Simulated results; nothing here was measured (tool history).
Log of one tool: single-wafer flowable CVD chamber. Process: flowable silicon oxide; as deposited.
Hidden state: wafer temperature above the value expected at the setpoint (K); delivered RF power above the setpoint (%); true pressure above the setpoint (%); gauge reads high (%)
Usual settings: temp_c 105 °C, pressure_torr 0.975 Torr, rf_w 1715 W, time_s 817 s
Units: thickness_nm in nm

run   hour  temp_c  pressure_torr  rf_w  time_s  wafers since the last listed run  hours since the last thermocouple change  hours since the last RF generator calibration  hours since the last manometer calibration  hours since the showerhead was replaced  hours since the gauge calibration  read-back reference wafer on the same gauge, thickness_nm  thickness_nm
  1    0.0     105          0.975  1715     817                                 0                                     908.9                                         1147.8                                      1904.7                                   6238.1                              350.9                                                    587.067       483.235
  2    6.5     105          0.975  1715     817                                13                                     915.4                                         1154.3                                      1911.2                                   6244.6                              357.4                                                    587.102       483.597
  3   15.6     105          0.975  1715     817                                18                                     924.5                                         1163.4                                      1920.3                                   6253.7                              366.5                                                    587.058       481.844
  4   31.1     105          0.975  1715     817                                31                                     940.0                                         1178.9                                      1935.8                                   6269.2                              382.0                                                    586.937       481.792
      35.5  -- gauge calibrated
      40.3  -- showerhead replaced
  5   40.8     105          0.975  1715     817                                 3                                     949.7                                         1188.6                                      1945.5                                      0.5                                5.3                                                    587.085       488.287
  6   47.9     105          0.975  1715     817                                14                                     956.8                                         1195.7                                      1952.6                                      7.6                               12.4                                                    586.412       483.537
      72.1  -- capacitance manometer re-zeroed and calibrated
  7   72.6     109          0.975  1715     817                                33                                     981.5                                         1220.4                                         0.5                                     32.3                               37.1                                                    586.803       444.855
  8   73.1     105          0.975  1715     817                                 1                                     982.0                                         1220.9                                         1.0                                     32.8                               37.6                                                    586.466       510.136
  9   85.2     119          1.089  1845     720                                24                                     994.1                                         1233.0                                        13.1                                     44.9                               49.7                                                    587.217       312.603
 10  102.9     113          1.165  1715     817                                35                                    1011.8                                         1250.7                                        30.8                                     62.6                               67.4                                                    586.859       452.685
     115.1  -- RF generator calibrated
 11  115.6     117          1.121  1980     703                                 9                                    1024.5                                            0.5                                        43.5                                     75.3                               80.1                                                    586.596       336.076
     143.5  -- thermocouple changed; heater temperature recalibrated
 12  148.6     105          1.048  1715     817                                50                                       5.1                                           33.5                                        76.5                                    108.3                              113.1                                                    587.240       550.538
 13  159.4     105          0.975  1715     817                                21                                      15.9                                           44.3                                        87.3                                    119.1                              123.9                                                    586.997       507.591
 14  172.9      98          1.177  1500     774                                27                                      29.4                                           57.8                                       100.8                                    132.6                              137.4                                                    587.013       722.830
 15  183.1     105          0.832  1715     918                                20                                      39.6                                           68.0                                       111.0                                    142.8                              147.6                                                    587.182       486.717
 16  198.9     105          1.134  1715     865                                31                                      55.4                                           83.8                                       126.8                                    158.6                              163.4                                                    587.181       616.986
 17  210.1     105          0.975  1715     817                                22                                      66.6                                           95.0                                       138.0                                    169.8                              174.6                                                    586.768       504.542
 18  218.0     105          0.975  1715     817                                15                                      74.5                                          102.9                                       145.9                                    177.7                              182.5                                                    586.687       503.307
 19  233.0      92          0.901  1715     817                                30                                      89.5                                          117.9                                       160.9                                    192.7                              197.5                                                    587.563       760.660
 20  253.7     105          0.975  1715     817                                41                                     110.2                                          138.6                                       181.6                                    213.4                              218.2                                                    587.557       502.533
 21  271.1     105          1.192  1715     671                                35                                     127.6                                          156.0                                       199.0                                    230.8                              235.6                                                    586.976       498.585
 22  278.5     105          1.065  1715     817                                14                                     135.0                                          163.4                                       206.4                                    238.2                              243.0                                                    587.117       549.603
 23  290.1      97          0.975  1715     817                                23                                     146.6                                          175.0                                       218.0                                    249.8                              254.6                                                    587.387       684.320
 24  301.1     111          1.086  2055     728                                22                                     157.6                                          186.0                                       229.0                                    260.8                              265.6                                                    586.896       413.675
 25  348.4      92          0.901  1715     817                                95                                     204.9                                          233.3                                       276.3                                    308.1                              312.9                                                    587.911       753.685
 26  364.3     105          0.802  1715     817                                32                                     220.8                                          249.2                                       292.2                                    324.0                              328.8                                                    586.308       410.346
 27  377.8      93          1.212  1715     817                                27                                     234.3                                          262.7                                       305.7                                    337.5                              342.3                                                    587.495       972.135
 28  424.5     101          0.975  1875     817                                94                                     281.0                                          309.4                                       352.4                                    384.2                              389.0                                                    587.262       587.816
 29  438.0     105          0.975  1895     817                                27                                     294.5                                          322.9                                       365.9                                    397.7                              402.5                                                    587.252       511.520

How the hidden state differs across the entries between the runs, from the last listed run before each to the first after it:
Between runs 4 and 5: gauge calibrated (hour 35.5); showerhead replaced (hour 40.3)
  true pressure above the setpoint (%): -6.43 -> -6.44
  measured less the result without the state, thickness_nm: -32.907 -> -33.396 nm
Between runs 6 and 7: capacitance manometer re-zeroed and calibrated (hour 72.1)
  true pressure above the setpoint (%): -6.45 -> -0.592
  measured less the result without the state, thickness_nm: -33.104 -> -2.646 nm
Between runs 10 and 11: RF generator calibrated (hour 115.1)
  true pressure above the setpoint (%): -0.922 -> -1.06
  measured less the result without the state, thickness_nm: -3.845 -> -3.275 nm
Between runs 11 and 12: thermocouple changed; heater temperature recalibrated (hour 143.5)
  true pressure above the setpoint (%): -1.06 -> -1.4
  measured less the result without the state, thickness_nm: -3.275 -> -7.781 nm
